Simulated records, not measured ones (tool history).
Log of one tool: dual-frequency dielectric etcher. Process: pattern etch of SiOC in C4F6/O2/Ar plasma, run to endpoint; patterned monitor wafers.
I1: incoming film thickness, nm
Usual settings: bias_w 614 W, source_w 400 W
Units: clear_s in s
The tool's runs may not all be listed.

Run 1, hour 0: usual settings; I1 32.12. Result: clear_s 10.8 s.
Run 2, hour 45.2: usual settings; I1 32.09. Result: clear_s 10.8 s.
At hour 79.1: wet clean of the chamber.
Run 3, hour 79.6: usual settings; I1 32.04. Result: clear_s 10.3 s.
Run 4, hour 119.1: usual settings; I1 32.2. Result: clear_s 10.4 s.
Run 5, hour 150.4: usual settings; I1 32.27. Result: clear_s 10.5 s.
Run 6, hour 187.5: usual settings; I1 32.02. Result: clear_s 10.4 s.
Run 7, hour 228: usual settings; I1 32.38. Result: clear_s 10.8 s.
Run 8, hour 253.5: usual settings; I1 32.23. Result: clear_s 10.7 s.
Run 9, hour 322.4: usual settings; I1 31.95. Result: clear_s 10.7 s.
Run 10, hour 388.5: usual settings; I1 32.34. Result: clear_s 10.9 s.
Run 11, hour 416.2: usual settings; I1 32.33. Result: clear_s 10.8 s.
Run 12, hour 445.5: usual settings; I1 32.12. Result: clear_s 10.8 s.
Run 13, hour 503.1: usual settings but source_w 420 W; I1 32.08. Result: clear_s 10.7 s.
At hour 507.7: bias power generator calibrated.
At hour 535.8: upper electrode replaced, of another model than before.
At hour 557.3: wet clean of the chamber.
Run 14, hour 639.9: usual settings but bias_w 546 W, source_w 430 W; I1 32.56. Result: clear_s 11 s.
Run 15, hour 685.7: usual settings but bias_w 704 W; I1 32.45. Result: clear_s 10 s.
Run 16, hour 715.8: usual settings but source_w 380 W; I1 32.23. Result: clear_s 10.9 s.
Run 17, hour 758.5: usual settings but bias_w 508 W, source_w 340 W; I1 32.41. Result: clear_s 12.8 s.
Run 18, hour 788.9: usual settings but source_w 310 W; I1 31.99. Result: clear_s 12.2 s.
Run 19, hour 854.5: usual settings but bias_w 479 W, source_w 490 W; I1 32.12. Result: clear_s 11.1 s.
Run 20, hour 890.4: usual settings but bias_w 547 W; I1 31.94. Result: clear_s 11.3 s.
At hour 936: wet clean of the chamber.
Run 21, hour 936.5: usual settings but bias_w 508 W, source_w 340 W; I1 31.94. Result: clear_s 12.3 s.
At hour 968.5: source power generator calibrated.
Run 22, hour 969: usual settings; I1 32.26. Result: clear_s 10.4 s.
Run 23, hour 1027.2: usual settings but source_w 480 W; I1 32.46. Result: clear_s 9.8 s.
Run 24, hour 1060: usual settings but bias_w 677 W, source_w 480 W; I1 32.1. Result: clear_s 9.2 s.
Run 25, hour 1109.9: usual settings but bias_w 515 W, source_w 470 W; I1 32.34. Result: clear_s 10.7 s.
Run 26, hour 1144: usual settings; I1 32.19. Result: clear_s 10.7 s.
Run 27, hour 1186.2: usual settings but source_w 450 W; I1 32.05. Result: clear_s 10.1 s.
Run 28, hour 1249.5: usual settings; I1 32. Result: clear_s 10.7 s.
Run 29, hour 1285.8: usual settings but bias_w 542 W, source_w 480 W; I1 32.1. Result: clear_s 10.3 s.
Run 30, hour 1331.1: usual settings; I1 32.41. Result: clear_s 10.9 s.
At hour 1392.9: wet clean of the chamber.
Run 31, hour 1405.2: usual settings; I1 32.18. Result: clear_s 10.4 s.
Run 32, hour 1431.8: usual settings but source_w 340 W; I1 32.15. Result: clear_s 11.4 s.
Run 33, hour 1488: usual settings; I1 32.13. Result: clear_s 10.5 s.
Run 34, hour 1544.7: usual settings; I1 32.21. Result: clear_s 10.6 s.

Forecast each of these 5 alternatives for the next run:
Run A, hour 1545.1: usual settings; I1 32.52. Result: clear_s ?.
Run B, hour 1545.1: usual settings but bias_w 726 W, source_w 450 W; I1 32.52. Result: clear_s ?.
Run C, hour 1545.1: usual settings but bias_w 515 W, source_w 320 W; I1 32.52. Result: clear_s ?.
Run D, hour 1545.1: usual settings but bias_w 521 W; I1 32.52. Result: clear_s ?.
Run E, hour 1545.1: usual settings but source_w 430 W; I1 32.52. Result: clear_s ?.

run  clear_s
  A     10.7
  B      9.4
  C     13.1
  D     11.6
  E     10.3
Without the tool's hidden state the same runs would have given:
run  clear_s
  A     10.5
  B      9.2
  C     12.8
  D     11.4
  E     10.1
